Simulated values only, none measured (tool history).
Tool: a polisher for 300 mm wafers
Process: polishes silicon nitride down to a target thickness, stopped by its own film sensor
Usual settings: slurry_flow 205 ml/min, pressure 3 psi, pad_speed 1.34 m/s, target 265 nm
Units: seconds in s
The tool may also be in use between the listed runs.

run     day  slurry_flow  pressure  pad_speed  target  wafers since the last listed run  wafers polished on this pad  hours since the slurry nozzle was cleaned  hours since the head pressure was calibrated  incoming thickness of the incoming film, nm  seconds
  1       0          205         3       1.34     265                                 0                          447                                      151.7                                         472.2                                        457.3    119.5
  2   0.629          205         3       1.34     265                               111                          558                                      166.8                                         487.3                                        442.5    109.2
  3   0.979          205         3       1.34     265                                61                          620                                      175.2                                         495.7                                        445.2    113.2
  4   1.542          205         3        1.6     226                                99                          720                                      188.7                                         509.2                                        448.8    121.6
  5   1.888          205         3        1.6     226                                61                          781                                        197                                         517.5                                        450.4    119.2
  6   2.242          205         3       1.34     265                                62                          844                                      205.5                                           526                                        449.8    118.6
  7   2.579          205       3.7       1.34     265                                59                          903                                      213.6                                         534.1                                        449.3     96.3
  8   3.079          205       3.7       1.34     265                                88                          992                                      225.6                                         546.1                                        450.7     95.4
  9   3.375          205       3.7       1.34     265                                52                         1044                                      232.7                                         553.2                                        441.1     89.3
      5.204  -- worn pad replaced by a new one
 10   5.225          165       3.8       1.34     265                               297                            3                                      277.1                                         597.6                                        450.3     96.3
 11   5.721          240         3       1.34     312                                87                           91                                        289                                         609.5                                        452.6     88.9
 12   6.388          240         3       1.34     312                               117                          208                                        305                                         625.5                                        441.8     82.1
 13   6.646          205       2.5       1.34     286                                45                          254                                      311.2                                         631.7                                        451.8    127.2
 14   6.946          205       2.5       1.34     286                                53                          307                                      318.4                                         638.9                                        454.4    129.7
 15   7.404          205         3        1.2     265                                81                          388                                      329.4                                         649.9                                        455.5    131.3
 16   7.858          205         3       1.34     265                                80                          469                                      340.3                                         660.8                                          449    122.9
 17   8.383          155         3       1.34     265                                92                          561                                      352.9                                         673.4                                        454.7    128.8
 18   9.042          245       3.3       1.08     215                               116                          678                                      368.7                                         689.2                                        455.1    161.5
 19   9.646          205         3       1.34     326                               106                          785                                      383.2                                         703.7                                        457.4     85.7
 20  10.012          185       3.9       1.76     265                                64                          849                                        392                                         712.5                                        450.4     76.1
     11.192  -- head pressure recalibrated
 21  11.212          245       3.8       1.34     265                               197                         1047                                      420.8                                           0.5                                        443.3     88.3
 22   11.55          230       2.3       1.74     265                                59                         1107                                      428.9                                           8.6                                        445.3      126
     11.879  -- worn pad replaced by a new one
 23    11.9          205       3.7       1.34     265                                32                            3                                      437.3                                            17                                        455.6    103.6
 24   12.25          205         3       1.34     309                                61                           65                                      445.7                                          25.4                                        455.3     97.3
     12.562  -- slurry nozzle cleaned
 25  12.888          265         3       1.34     289                               105                          170                                        7.8                                          40.7                                        444.1       91
 26  13.392          205         3       1.34     265                                89                          259                                       19.9                                          52.8                                        442.6    107.4
 27  13.667          245         3       1.54     289                                48                          308                                       26.5                                          59.4                                          449     88.3
 28  14.317          205         3       1.56     265                               114                          423                                       42.1                                            75                                        450.2     99.9
 29  14.988          230       2.3       1.16     325                               118                          542                                       58.2                                          91.1                                          449    111.4
 30  15.371          205       2.7        1.7     265                                67                          609                                       67.4                                         100.3                                        447.5    100.2
 31  16.075          265         3       1.34     289                               124                          734                                       84.3                                         117.2                                          452       97
 32   16.45          205         3       1.34     290                                66                          800                                       93.3                                         126.2                                        450.2     97.6
 33  17.121          205       2.3       1.34     204                               118                          919                                      109.4                                         142.3                                        453.1    202.3
 34  17.462          170       3.3       1.06     265                                60                          979                                      117.6                                         150.5                                        458.4    135.6
 35  17.762          170         3       1.34     265                                53                         1032                                      124.8                                         157.7                                        451.5    115.9
     18.004  -- worn pad replaced by a new one
 36  18.225          205       2.1       0.98     265                                52                           39                                      135.9                                         168.8                                        444.3      202
 37  18.667          225         3       1.52     265                                78                          117                                      146.5                                         179.4                                          455    108.8

Forecast each of these 4 alternatives for the next run:
  A  18.683          205         3       1.64     265                                 2                          120                                      146.9                                         179.8                                        459.9        ?
  B  18.683          270       3.5       1.52     325                                 2                          120                                      146.9                                         179.8                                        459.9        ?
  C  18.683          205         3       1.34     246                                 2                          120                                      146.9                                         179.8                                        459.9        ?
  D  18.683          205       3.9       1.34     285                                 2                          120                                      146.9                                         179.8                                        459.9        ?

run  seconds
  A    103.3
  B     63.2
  C    133.3
  D     83.8
Without the tool's hidden state the same runs would have given:
run  seconds
  A    101.5
  B     62.3
  C    130.9
  D     82.3
